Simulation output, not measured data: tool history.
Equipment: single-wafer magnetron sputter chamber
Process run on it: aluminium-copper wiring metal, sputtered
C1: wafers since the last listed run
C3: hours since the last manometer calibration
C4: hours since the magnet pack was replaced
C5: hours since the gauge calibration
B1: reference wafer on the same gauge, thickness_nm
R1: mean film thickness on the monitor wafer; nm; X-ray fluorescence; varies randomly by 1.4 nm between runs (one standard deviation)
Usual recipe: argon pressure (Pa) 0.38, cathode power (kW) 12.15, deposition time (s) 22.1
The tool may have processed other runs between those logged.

run 1 hour=0 | argon_pressure_(Pa)=0.38 cathode_power_(kW)=12.15 deposition_time_(s)=22.1 | C1=0 wafers_on_the_sputter_target=6877 C3=1993.8 C4=7701.9 C5=447.4 | B1=403.229 | R1=399.84
run 2 hour=35.3 | argon_pressure_(Pa)=0.38 cathode_power_(kW)=12.15 deposition_time_(s)=22.1 | C1=795 wafers_on_the_sputter_target=7673 C3=2029.1 C4=7737.2 C5=482.7 | B1=402.828 | R1=398.425
run 3 hour=61.2 | argon_pressure_(Pa)=0.38 cathode_power_(kW)=12.15 deposition_time_(s)=22.1 | C1=583 wafers_on_the_sputter_target=8257 C3=2055 C4=7763.1 C5=508.6 | B1=402.625 | R1=396.13
-- hour=85.4 sputter target and shields replaced
run 4 hour=118.8 | argon_pressure_(Pa)=0.38 cathode_power_(kW)=12.15 deposition_time_(s)=22.1 | C1=1118 wafers_on_the_sputter_target=752 C3=2112.6 C4=7820.7 C5=566.2 | B1=403.404 | R1=410.601
run 5 hour=147.1 | argon_pressure_(Pa)=0.38 cathode_power_(kW)=12.15 deposition_time_(s)=23.3 | C1=638 wafers_on_the_sputter_target=1390 C3=2140.9 C4=7849 C5=594.5 | B1=403.267 | R1=430.686
run 6 hour=206.3 | argon_pressure_(Pa)=0.38 cathode_power_(kW)=12.15 deposition_time_(s)=22.1 | C1=1334 wafers_on_the_sputter_target=2725 C3=2200.1 C4=7908.2 C5=653.7 | B1=403.052 | R1=407.867
run 7 hour=239.5 | argon_pressure_(Pa)=0.38 cathode_power_(kW)=12.15 deposition_time_(s)=22.1 | C1=748 wafers_on_the_sputter_target=3473 C3=2233.3 C4=7941.4 C5=686.9 | B1=402.766 | R1=406.464
run 8 hour=273.6 | argon_pressure_(Pa)=0.38 cathode_power_(kW)=12.15 deposition_time_(s)=22.1 | C1=768 wafers_on_the_sputter_target=4242 C3=2267.4 C4=7975.5 C5=721 | B1=403.122 | R1=407.34
-- hour=288.2 gauge calibrated
run 9 hour=302.1 | argon_pressure_(Pa)=0.38 cathode_power_(kW)=14.55 deposition_time_(s)=22.1 | C1=642 wafers_on_the_sputter_target=4885 C3=2295.9 C4=8004 C5=13.9 | B1=403.118 | R1=477.201
run 10 hour=320.8 | argon_pressure_(Pa)=0.38 cathode_power_(kW)=12.15 deposition_time_(s)=24.9 | C1=421 wafers_on_the_sputter_target=5307 C3=2314.6 C4=8022.7 C5=32.6 | B1=403.33 | R1=452.51
run 11 hour=339.5 | argon_pressure_(Pa)=0.38 cathode_power_(kW)=12.15 deposition_time_(s)=24.9 | C1=421 wafers_on_the_sputter_target=5728 C3=2333.3 C4=8041.4 C5=51.3 | B1=402.491 | R1=453.257
run 12 hour=358.9 | argon_pressure_(Pa)=0.38 cathode_power_(kW)=12.15 deposition_time_(s)=24.9 | C1=437 wafers_on_the_sputter_target=6166 C3=2352.7 C4=8060.8 C5=70.7 | B1=402.959 | R1=454.018
-- hour=370.6 capacitance manometer re-zeroed and calibrated
run 13 hour=392 | argon_pressure_(Pa)=0.38 cathode_power_(kW)=12.15 deposition_time_(s)=22.1 | C1=565 wafers_on_the_sputter_target=6732 C3=21.4 C4=8093.9 C5=103.8 | B1=403.118 | R1=396.703
-- hour=411.8 sputter target and shields replaced
run 14 hour=426.8 | argon_pressure_(Pa)=0.38 cathode_power_(kW)=14.95 deposition_time_(s)=22.1 | C1=604 wafers_on_the_sputter_target=338 C3=56.2 C4=8128.7 C5=138.6 | B1=403.089 | R1=497.449

Run 15, settings as shown, results not yet in. Your forecast:
-- hour=465.5 magnet pack replaced
run 15 hour=466 | argon_pressure_(Pa)=0.38 cathode_power_(kW)=12.15 deposition_time_(s)=22.1 | C1=703 wafers_on_the_sputter_target=1041 C3=95.4 C4=0.5 C5=177.8 | B1=? | R1=?

B1: 402.678
R1: 408.403 nm
Minus the tool's unlogged condition, the same run would have read R1 411.263 nm.
